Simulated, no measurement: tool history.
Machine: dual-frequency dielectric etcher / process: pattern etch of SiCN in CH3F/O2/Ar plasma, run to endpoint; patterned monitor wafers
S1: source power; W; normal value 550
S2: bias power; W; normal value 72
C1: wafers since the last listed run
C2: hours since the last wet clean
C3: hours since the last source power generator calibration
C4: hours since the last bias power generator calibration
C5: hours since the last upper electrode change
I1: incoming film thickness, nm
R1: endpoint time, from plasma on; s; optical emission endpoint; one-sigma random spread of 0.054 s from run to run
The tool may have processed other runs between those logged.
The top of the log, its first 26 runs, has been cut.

run   hour   S1  S2   C1     C2     C3     C4     C5    I1    R1
 27    719  550  63  321  163.8   83.2  130.9  141.7  7.18  15.8
 28  734.3  550  89  155  179.1   98.5  146.2    157  7.22  14.8
 29  766.3  490  77  324  211.1  130.5  178.2    189  7.24  15.5
 30  785.6  610  59  195  230.4  149.8  197.5  208.3  7.16  15.8
 31  812.2  500  65  270    257  176.4  224.1  234.9  7.23  16.1
 32  838.4  600  59  266  283.2  202.6  250.3  261.1  7.19  15.9
 33  852.6  440  63  144  297.4  216.8  264.5  275.3  7.17  16.4
 34  877.4  690  89  251  322.2  241.6  289.3  300.1  7.25  14.4

Forecast each of these 5 alternatives for the next run:
  A  877.8  550  83   4  322.6  242  289.7  300.5  7.15   ?
  B  877.8  640  81   4  322.6  242  289.7  300.5  7.15   ?
  C  877.8  620  85   4  322.6  242  289.7  300.5  7.15   ?
  D  877.8  480  61   4  322.6  242  289.7  300.5  7.15   ?
  E  877.8  410  59   4  322.6  242  289.7  300.5  7.15   ?

run    R1
  A  14.9
  B  14.7
  C  14.6
  D  16.2
  E  16.7
The same runs, with their run-to-run variation unchanged, on a tool lacking any hidden condition would have given:
run    R1
  A  14.6
  B  14.3
  C  14.3
  D  15.9
  E  16.3
